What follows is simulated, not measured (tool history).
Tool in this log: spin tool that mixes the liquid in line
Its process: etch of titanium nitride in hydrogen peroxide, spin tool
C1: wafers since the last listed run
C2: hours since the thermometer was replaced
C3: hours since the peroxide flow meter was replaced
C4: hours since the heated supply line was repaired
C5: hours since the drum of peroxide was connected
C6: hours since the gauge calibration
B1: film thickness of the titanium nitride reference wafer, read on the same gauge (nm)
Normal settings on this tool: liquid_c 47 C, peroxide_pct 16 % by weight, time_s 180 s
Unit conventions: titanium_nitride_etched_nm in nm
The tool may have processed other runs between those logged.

run 1 hour=0 | liquid_c=47 peroxide_pct=18.5 time_s=125 | C1=0 C2=2059.7 C3=1238.9 C4=1094.1 C5=141 C6=482.5 | B1=79.98 | titanium_nitride_etched_nm=8.17
run 2 hour=85.6 | liquid_c=47 peroxide_pct=16 time_s=180 | C1=645 C2=2145.3 C3=1324.5 C4=1179.7 C5=226.6 C6=568.1 | B1=79.99 | titanium_nitride_etched_nm=11.32
run 3 hour=131.9 | liquid_c=42 peroxide_pct=16 time_s=180 | C1=349 C2=2191.6 C3=1370.8 C4=1226 C5=272.9 C6=614.4 | B1=80.02 | titanium_nitride_etched_nm=7.74
run 4 hour=177.5 | liquid_c=42 peroxide_pct=16 time_s=180 | C1=343 C2=2237.2 C3=1416.4 C4=1271.6 C5=318.5 C6=660 | B1=79.98 | titanium_nitride_etched_nm=7.67
run 5 hour=216.9 | liquid_c=47 peroxide_pct=16 time_s=180 | C1=297 C2=2276.6 C3=1455.8 C4=1311 C5=357.9 C6=699.4 | B1=80 | titanium_nitride_etched_nm=11.26
run 6 hour=293.3 | liquid_c=47 peroxide_pct=16 time_s=180 | C1=576 C2=2353 C3=1532.2 C4=1387.4 C5=434.3 C6=775.8 | B1=79.99 | titanium_nitride_etched_nm=11.33
run 7 hour=424.3 | liquid_c=47 peroxide_pct=16 time_s=180 | C1=987 C2=2484 C3=1663.2 C4=1518.4 C5=565.3 C6=906.8 | B1=80 | titanium_nitride_etched_nm=11.36
run 8 hour=467.7 | liquid_c=47 peroxide_pct=16 time_s=180 | C1=327 C2=2527.4 C3=1706.6 C4=1561.8 C5=608.7 C6=950.2 | B1=80 | titanium_nitride_etched_nm=11.43
run 9 hour=554.2 | liquid_c=47 peroxide_pct=16 time_s=180 | C1=652 C2=2613.9 C3=1793.1 C4=1648.3 C5=695.2 C6=1036.7 | B1=80 | titanium_nitride_etched_nm=11.47
-- hour=565.8 heated supply line repaired
-- hour=581.4 new drum of peroxide connected
run 10 hour=768.6 | liquid_c=47 peroxide_pct=16 time_s=180 | C1=1601 C2=2828.3 C3=2007.5 C4=202.8 C5=187.2 C6=1251.1 | B1=80 | titanium_nitride_etched_nm=11.36
run 11 hour=812.6 | liquid_c=41.5 peroxide_pct=12 time_s=180 | C1=331 C2=2872.3 C3=2051.5 C4=246.8 C5=231.2 C6=1295.1 | B1=80.02 | titanium_nitride_etched_nm=7.17
-- hour=846.1 peroxide flow meter replaced
run 12 hour=867.9 | liquid_c=56 peroxide_pct=18.5 time_s=75 | C1=409 C2=2927.6 C3=21.8 C4=302.1 C5=286.5 C6=1350.4 | B1=79.98 | titanium_nitride_etched_nm=9.43
-- hour=885 thermometer replaced
run 13 hour=969.9 | liquid_c=52 peroxide_pct=16 time_s=180 | C1=761 C2=84.9 C3=123.8 C4=404.1 C5=388.5 C6=1452.4 | B1=79.99 | titanium_nitride_etched_nm=16.31
run 14 hour=1042.3 | liquid_c=47 peroxide_pct=16 time_s=180 | C1=546 C2=157.3 C3=196.2 C4=476.5 C5=460.9 C6=1524.8 | B1=80.02 | titanium_nitride_etched_nm=11.46
run 15 hour=1128.7 | liquid_c=52.5 peroxide_pct=13.5 time_s=265 | C1=651 C2=243.7 C3=282.6 C4=562.9 C5=547.3 C6=1611.2 | B1=80.02 | titanium_nitride_etched_nm=23.65
run 16 hour=1190.2 | liquid_c=47 peroxide_pct=14 time_s=260 | C1=463 C2=305.2 C3=344.1 C4=624.4 C5=608.8 C6=1672.7 | B1=80.01 | titanium_nitride_etched_nm=16.06
-- hour=1198.9 gauge calibrated
-- hour=1206.3 new drum of peroxide connected
run 17 hour=1233.3 | liquid_c=44.5 peroxide_pct=16 time_s=180 | C1=317 C2=348.3 C3=387.2 C4=667.5 C5=27 C6=34.4 | B1=80.01 | titanium_nitride_etched_nm=9.48
run 18 hour=1308.6 | liquid_c=42 peroxide_pct=16 time_s=180 | C1=567 C2=423.6 C3=462.5 C4=742.8 C5=102.3 C6=109.7 | B1=80.01 | titanium_nitride_etched_nm=7.85
run 19 hour=1412.4 | liquid_c=47 peroxide_pct=18 time_s=90 | C1=782 C2=527.4 C3=566.3 C4=846.6 C5=206.1 C6=213.5 | B1=80 | titanium_nitride_etched_nm=5.83
run 20 hour=1496 | liquid_c=38 peroxide_pct=16 time_s=180 | C1=630 C2=611 C3=649.9 C4=930.2 C5=289.7 C6=297.1 | B1=79.98 | titanium_nitride_etched_nm=5.78
run 21 hour=1563.4 | liquid_c=50 peroxide_pct=13 time_s=180 | C1=508 C2=678.4 C3=717.3 C4=997.6 C5=357.1 C6=364.5 | B1=79.98 | titanium_nitride_etched_nm=13.48
run 22 hour=1634.3 | liquid_c=50.5 peroxide_pct=19 time_s=180 | C1=534 C2=749.3 C3=788.2 C4=1068.5 C5=428 C6=435.4 | B1=80 | titanium_nitride_etched_nm=15.03
run 23 hour=1673.9 | liquid_c=51.5 peroxide_pct=20.5 time_s=75 | C1=298 C2=788.9 C3=827.8 C4=1108.1 C5=467.6 C6=475 | B1=79.99 | titanium_nitride_etched_nm=6.93
run 24 hour=1729.6 | liquid_c=47 peroxide_pct=16 time_s=180 | C1=420 C2=844.6 C3=883.5 C4=1163.8 C5=523.3 C6=530.7 | B1=79.97 | titanium_nitride_etched_nm=11.34
run 25 hour=1802.1 | liquid_c=40 peroxide_pct=14 time_s=180 | C1=546 C2=917.1 C3=956 C4=1236.3 C5=595.8 C6=603.2 | B1=79.99 | titanium_nitride_etched_nm=6.53
-- hour=1832.9 new drum of peroxide connected
run 26 hour=1889.7 | liquid_c=51 peroxide_pct=16 time_s=180 | C1=653 C2=1004.7 C3=1043.6 C4=1323.9 C5=56.8 C6=690.8 | B1=79.98 | titanium_nitride_etched_nm=15.08

Each row is a separate what-if for the run after 26, all from the same tool condition, not one after another. Results?
run A hour=1890.2 | liquid_c=47 peroxide_pct=16 time_s=180 | C1=3 C2=1005.2 C3=1044.1 C4=1324.4 C5=57.3 C6=691.3 | B1=? | titanium_nitride_etched_nm=?
run B hour=1890.2 | liquid_c=55 peroxide_pct=21 time_s=120 | C1=3 C2=1005.2 C3=1044.1 C4=1324.4 C5=57.3 C6=691.3 | B1=? | titanium_nitride_etched_nm=?
run C hour=1890.2 | liquid_c=47 peroxide_pct=16 time_s=120 | C1=3 C2=1005.2 C3=1044.1 C4=1324.4 C5=57.3 C6=691.3 | B1=? | titanium_nitride_etched_nm=?

run=A B1=79.98 titanium_nitride_etched_nm=11.46
run=B B1=79.98 titanium_nitride_etched_nm=14.38
run=C B1=79.98 titanium_nitride_etched_nm=7.64
Without the tool's unlogged condition, the same runs would have read:
run=A titanium_nitride_etched_nm=11.46
run=B titanium_nitride_etched_nm=14.38
run=C titanium_nitride_etched_nm=7.64

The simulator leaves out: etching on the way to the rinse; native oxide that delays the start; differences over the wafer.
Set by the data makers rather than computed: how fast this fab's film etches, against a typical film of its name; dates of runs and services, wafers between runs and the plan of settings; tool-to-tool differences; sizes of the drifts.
